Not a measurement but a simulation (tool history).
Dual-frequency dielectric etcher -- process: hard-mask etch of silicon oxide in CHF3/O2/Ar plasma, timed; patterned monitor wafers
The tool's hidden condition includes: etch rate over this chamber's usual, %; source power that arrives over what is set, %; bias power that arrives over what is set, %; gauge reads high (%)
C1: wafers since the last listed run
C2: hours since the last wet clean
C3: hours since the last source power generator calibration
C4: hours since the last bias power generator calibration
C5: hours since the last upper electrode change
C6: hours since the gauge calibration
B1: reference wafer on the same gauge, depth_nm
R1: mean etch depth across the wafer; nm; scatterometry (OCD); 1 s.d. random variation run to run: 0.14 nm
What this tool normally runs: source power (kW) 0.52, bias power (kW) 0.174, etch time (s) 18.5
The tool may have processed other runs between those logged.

run 1 hour=0 | source_power_(kW)=0.52 bias_power_(kW)=0.174 etch_time_(s)=18.5 | C1=0 C2=501.1 C3=4658.9 C4=2219.5 C5=2399.6 C6=100.3 | B1=30.68 | R1=37.28
run 2 hour=16 | source_power_(kW)=0.52 bias_power_(kW)=0.174 etch_time_(s)=18.5 | C1=188 C2=517.1 C3=4674.9 C4=2235.5 C5=2415.6 C6=116.3 | B1=30.68 | R1=37.39
run 3 hour=84 | source_power_(kW)=0.52 bias_power_(kW)=0.174 etch_time_(s)=21.5 | C1=800 C2=585.1 C3=4742.9 C4=2303.5 C5=2483.6 C6=184.3 | B1=30.71 | R1=43.58
run 4 hour=96.3 | source_power_(kW)=0.52 bias_power_(kW)=0.174 etch_time_(s)=21.5 | C1=144 C2=597.4 C3=4755.2 C4=2315.8 C5=2495.9 C6=196.6 | B1=30.67 | R1=43.43
-- hour=128.3 wet clean of the chamber
run 5 hour=128.8 | source_power_(kW)=0.52 bias_power_(kW)=0.174 etch_time_(s)=18.5 | C1=100 C2=0.5 C3=4787.7 C4=2348.3 C5=2528.4 C6=229.1 | B1=30.7 | R1=36.29
run 6 hour=149.7 | source_power_(kW)=0.52 bias_power_(kW)=0.174 etch_time_(s)=18.5 | C1=245 C2=21.4 C3=4808.6 C4=2369.2 C5=2549.3 C6=250 | B1=30.67 | R1=36.23
run 7 hour=165.3 | source_power_(kW)=0.52 bias_power_(kW)=0.174 etch_time_(s)=18.5 | C1=183 C2=37 C3=4824.2 C4=2384.8 C5=2564.9 C6=265.6 | B1=30.75 | R1=36.19
-- hour=184.3 gauge calibrated
-- hour=194.4 source power generator calibrated
run 8 hour=198.2 | source_power_(kW)=0.61 bias_power_(kW)=0.174 etch_time_(s)=18.5 | C1=340 C2=69.9 C3=3.8 C4=2417.7 C5=2597.8 C6=13.9 | B1=30.69 | R1=38.29
-- hour=230.5 upper electrode replaced
run 9 hour=231.3 | source_power_(kW)=0.48 bias_power_(kW)=0.216 etch_time_(s)=22.5 | C1=107 C2=103 C3=36.9 C4=2450.8 C5=0.8 C6=47 | B1=30.67 | R1=46.21
-- hour=251.3 bias power generator calibrated
run 10 hour=251.8 | source_power_(kW)=0.52 bias_power_(kW)=0.174 etch_time_(s)=16.5 | C1=194 C2=123.5 C3=57.4 C4=0.5 C5=21.3 C6=67.5 | B1=30.71 | R1=32.63
run 11 hour=281.3 | source_power_(kW)=0.52 bias_power_(kW)=0.174 etch_time_(s)=13.5 | C1=347 C2=153 C3=86.9 C4=30 C5=50.8 C6=97 | B1=30.75 | R1=26.65
run 12 hour=295.6 | source_power_(kW)=0.52 bias_power_(kW)=0.174 etch_time_(s)=16 | C1=168 C2=167.3 C3=101.2 C4=44.3 C5=65.1 C6=111.3 | B1=30.73 | R1=31.62
run 13 hour=311.8 | source_power_(kW)=0.52 bias_power_(kW)=0.174 etch_time_(s)=14.5 | C1=190 C2=183.5 C3=117.4 C4=60.5 C5=81.3 C6=127.5 | B1=30.68 | R1=28.78
run 14 hour=342.9 | source_power_(kW)=0.52 bias_power_(kW)=0.174 etch_time_(s)=18.5 | C1=365 C2=214.6 C3=148.5 C4=91.6 C5=112.4 C6=158.6 | B1=30.73 | R1=36.52
run 15 hour=378.5 | source_power_(kW)=0.56 bias_power_(kW)=0.208 etch_time_(s)=21 | C1=418 C2=250.2 C3=184.1 C4=127.2 C5=148 C6=194.2 | B1=30.66 | R1=44.85
run 16 hour=392.7 | source_power_(kW)=0.48 bias_power_(kW)=0.217 etch_time_(s)=21.5 | C1=167 C2=264.4 C3=198.3 C4=141.4 C5=162.2 C6=208.4 | B1=30.74 | R1=44.66
run 17 hour=410.7 | source_power_(kW)=0.52 bias_power_(kW)=0.174 etch_time_(s)=18.5 | C1=211 C2=282.4 C3=216.3 C4=159.4 C5=180.2 C6=226.4 | B1=30.69 | R1=36.98

Branching from run 17: 4 alternative next runs. What would each branch give?
run A hour=411.1 | source_power_(kW)=0.58 bias_power_(kW)=0.174 etch_time_(s)=18.5 | C1=4 C2=282.8 C3=216.7 C4=159.8 C5=180.6 C6=226.8 | B1=? | R1=?
run B hour=411.1 | source_power_(kW)=0.52 bias_power_(kW)=0.174 etch_time_(s)=14 | C1=4 C2=282.8 C3=216.7 C4=159.8 C5=180.6 C6=226.8 | B1=? | R1=?
run C hour=411.1 | source_power_(kW)=0.59 bias_power_(kW)=0.155 etch_time_(s)=18.5 | C1=4 C2=282.8 C3=216.7 C4=159.8 C5=180.6 C6=226.8 | B1=? | R1=?
run D hour=411.1 | source_power_(kW)=0.41 bias_power_(kW)=0.174 etch_time_(s)=23 | C1=4 C2=282.8 C3=216.7 C4=159.8 C5=180.6 C6=226.8 | B1=? | R1=?

run=A B1=30.72 R1=37.92
run=B B1=30.72 R1=27.81
run=C B1=30.72 R1=36.88
run=D B1=30.72 R1=42.8
Had the tool no hidden state, the same runs would have come out as:
run=A R1=37.4
run=B R1=27.43
run=C R1=36.37
run=D R1=42.21
